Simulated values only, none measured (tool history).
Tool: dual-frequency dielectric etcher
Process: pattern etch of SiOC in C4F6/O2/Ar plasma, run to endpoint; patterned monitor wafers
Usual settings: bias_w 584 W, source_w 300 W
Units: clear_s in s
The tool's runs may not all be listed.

| run | hour | bias_w | source_w | incoming incoming film thickness, nm | clear_s |
|---|---|---|---|---|---|
| 1 | 0 | 584 | 280 | 51.6 | 17.3 |
| 2 | 78.8 | 584 | 280 | 51.6 | 17 |
| 3 | 167.4 | 496 | 300 | 51.1 | 17.6 |
|  | 229.5 | wet clean of the chamber |
| 4 | 243 | 496 | 300 | 50.8 | 18.2 |
| 5 | 286.9 | 496 | 300 | 51.2 | 18.1 |
| 6 | 366.6 | 474 | 240 | 50.6 | 19.5 |
| 7 | 471.9 | 584 | 300 | 50.9 | 16.5 |
| 8 | 529.6 | 535 | 350 | 50.8 | 15.7 |
|  | 557.4 | source power generator calibrated |
|  | 582.5 | bias power generator calibrated |
|  | 630 | upper electrode replaced, of another model than before |
| 9 | 630.5 | 584 | 240 | 51.3 | 18.3 |
| 10 | 676.4 | 584 | 240 | 50.5 | 18.1 |
| 11 | 725.4 | 584 | 360 | 51.2 | 14.8 |
|  | 800.8 | wet clean of the chamber |
| 12 | 818.4 | 584 | 350 | 50.5 | 15.8 |
| 13 | 875 | 584 | 360 | 51.4 | 16 |
| 14 | 965.9 | 671 | 330 | 50.8 | 14.4 |
| 15 | 1069.4 | 584 | 300 | 50.5 | 16.9 |
| 16 | 1116.1 | 627 | 350 | 51 | 14.6 |
| 17 | 1198.8 | 584 | 300 | 51.1 | 16.6 |
| 18 | 1294.7 | 642 | 300 | 51.3 | 15.1 |
| 19 | 1384 | 584 | 300 | 51.1 | 16.3 |
|  | 1445.8 | wet clean of the chamber |
| 20 | 1464.9 | 627 | 340 | 51 | 15.3 |
| 21 | 1552.2 | 661 | 340 | 51.1 | 14.5 |
| 22 | 1628.6 | 584 | 240 | 51.1 | 18.7 |
| 23 | 1691.8 | 514 | 360 | 51.6 | 16.9 |

Forecast each of these 3 alternatives for the next run:
| A | 1692.2 | 584 | 300 | 50.9 | ? |
| B | 1692.2 | 536 | 300 | 50.9 | ? |
| C | 1692.2 | 523 | 340 | 50.9 | ? |

| run | clear_s |
|---|---|
| A | 16.7 |
| B | 17.9 |
| C | 17.2 |
Without the tool's hidden state the same runs would have given:
| run | clear_s |
|---|---|
| A | 17 |
| B | 18.2 |
| C | 17.4 |

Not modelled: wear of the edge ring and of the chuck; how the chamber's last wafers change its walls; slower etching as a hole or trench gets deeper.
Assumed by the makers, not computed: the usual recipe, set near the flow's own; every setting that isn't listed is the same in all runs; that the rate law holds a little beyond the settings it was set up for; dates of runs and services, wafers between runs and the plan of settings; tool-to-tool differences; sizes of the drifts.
